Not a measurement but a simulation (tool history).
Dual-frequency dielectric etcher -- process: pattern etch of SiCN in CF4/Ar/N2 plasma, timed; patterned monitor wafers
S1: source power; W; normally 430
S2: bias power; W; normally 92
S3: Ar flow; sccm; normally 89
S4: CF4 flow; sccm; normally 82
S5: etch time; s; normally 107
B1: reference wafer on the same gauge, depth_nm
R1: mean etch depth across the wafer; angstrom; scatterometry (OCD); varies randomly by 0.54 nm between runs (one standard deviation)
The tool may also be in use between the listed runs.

| run | day | S1 | S2 | S3 | S4 | S5 | B1 | R1 |
|---|---|---|---|---|---|---|---|---|
| 1 | 0 | 540 | 108 | 89 | 82 | 107 | 86.9 | 1165 |
|  | 0.612 | source power generator calibrated |
| 2 | 1.233 | 430 | 85 | 89 | 70 | 107 | 87 | 876 |
|  | 2.367 | Ar flow controller replaced |
| 3 | 2.658 | 430 | 101 | 89 | 90 | 107 | 86.9 | 947 |
| 4 | 4.017 | 430 | 92 | 89 | 82 | 107 | 86.6 | 902 |
|  | 6.067 | gauge calibrated |
|  | 7.575 | bias power generator calibrated |
| 5 | 7.596 | 380 | 92 | 89 | 95 | 107 | 90.4 | 865 |
| 6 | 8.742 | 430 | 92 | 89 | 82 | 107 | 90.3 | 939 |
| 7 | 10.042 | 460 | 92 | 89 | 82 | 107 | 90.2 | 1002 |
| 8 | 11.079 | 430 | 92 | 89 | 82 | 107 | 90.1 | 941 |
|  | 13.138 | upper electrode replaced |
| 9 | 13.492 | 430 | 92 | 89 | 82 | 107 | 89.9 | 936 |
| 10 | 14.358 | 480 | 103 | 89 | 82 | 84.5 | 89.9 | 848 |
| 11 | 15.2 | 430 | 92 | 89 | 82 | 107 | 89.7 | 930 |
| 12 | 15.821 | 400 | 92 | 89 | 92 | 94 | 89.7 | 779 |
|  | 18.142 | wet clean of the chamber |
| 13 | 18.162 | 320 | 104 | 89 | 68 | 107 | 89.3 | 742 |
| 14 | 18.512 | 360 | 92 | 89 | 64 | 107 | 89.5 | 778 |
| 15 | 19.029 | 430 | 92 | 89 | 89 | 116 | 89.3 | 1009 |
| 16 | 20.338 | 480 | 92 | 89 | 90 | 107 | 89.3 | 1030 |
| 17 | 21.738 | 430 | 69 | 89 | 82 | 107 | 89.2 | 836 |
| 18 | 22.988 | 430 | 92 | 89 | 87 | 107 | 89 | 932 |
| 19 | 23.688 | 430 | 112 | 89 | 82 | 124 | 89 | 1153 |
| 20 | 25.025 | 390 | 98 | 109 | 66 | 107 | 88.8 | 830 |
| 21 | 25.921 | 430 | 92 | 89 | 82 | 107 | 88.8 | 928 |

Forecast each of these 4 alternatives for the next run:
| A | 25.938 | 430 | 92 | 89 | 82 | 107 | ? | ? |
| B | 25.938 | 430 | 92 | 97 | 82 | 90.5 | ? | ? |
| C | 25.938 | 430 | 92 | 89 | 66 | 107 | ? | ? |
| D | 25.938 | 400 | 92 | 67 | 90 | 107 | ? | ? |

| run | B1 | R1 |
|---|---|---|
| A | 88.8 | 939 |
| B | 88.8 | 787 |
| C | 88.8 | 920 |
| D | 88.8 | 915 |
Without the tool's hidden state the same runs would have given:
| run | R1 |
|---|---|
| A | 954 |
| B | 799 |
| C | 935 |
| D | 929 |

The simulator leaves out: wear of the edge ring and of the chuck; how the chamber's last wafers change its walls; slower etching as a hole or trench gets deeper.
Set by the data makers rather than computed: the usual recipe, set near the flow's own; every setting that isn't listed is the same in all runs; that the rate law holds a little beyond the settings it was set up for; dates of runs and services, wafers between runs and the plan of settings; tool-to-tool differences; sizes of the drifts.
